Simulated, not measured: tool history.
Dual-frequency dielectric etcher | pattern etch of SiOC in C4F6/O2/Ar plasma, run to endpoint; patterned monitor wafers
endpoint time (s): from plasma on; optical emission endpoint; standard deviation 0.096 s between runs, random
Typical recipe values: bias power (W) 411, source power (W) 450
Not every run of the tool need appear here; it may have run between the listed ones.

run	hour	bias power (W)	source power (W)	incoming incoming film thickness, nm	endpoint time (s)
1	0	411	450	40.18	13.6
2	10.8	411	450	40.07	13.6
3	26.6	411	450	39.85	13.5
4	32.9	411	450	40.04	13.5
5	41.5	411	450	40.03	13.5
6	53	411	370	39.94	15.1
7	63.1	411	380	40.47	14.7
8	76.2	411	380	40.16	14.9
9	100.9	481	450	40.6	12.9
10	104	372	380	40.02	15.5
11	115.3	372	380	39.63	15.2
12	122.5	488	420	39.79	12.9
13	134.2	367	370	40.36	15.8
14	142.5	313	500	40.04	14.2
15	157.7	331	500	40.48	13.9
16	172.4	505	360	39.79	14
17	179.6	448	530	39.87	11.9
18	188.1	358	450	39.67	14.2
19	195.7	411	450	40.06	13.4
20	207.9	479	510	39.88	12
21	221.3	331	500	39.81	13.7
22	253.3	308	500	39.78	14.1
23	253.6	411	450	40.19	13.5
24	260.2	385	530	40.07	12.7
25	268.3	411	490	40.2	13
26	276.8	465	350	40.14	14.8
27	286.6	411	450	40.19	13.6
28	294	378	410	39.99	14.7
29	304.6	343	380	40.16	15.8
30	315.2	360	380	39.62	15.4
31	329.1	380	560	39.94	12.4
32	346	339	530	39.68	13.2
33	363.1	448	530	40.08	11.9
34	376.9	411	380	40.23	15
35	394.1	313	520	40.14	14.1

Not shown: 4 entries that the log had between the listed runs. Between which runs, and how does the tool's hidden state differ before and after?
Runs 6 to 7: source power generator calibrated (hour 58.9)
  both runs share identical hidden conditions
Runs 8 to 9: wet clean of the chamber (hour 100.4)
  both runs share identical hidden conditions
Runs 15 to 16: bias power generator calibrated (hour 162.3)
  both runs share identical hidden conditions
Runs 21 to 22: upper electrode replaced (hour 252.8)
  both runs share identical hidden conditions
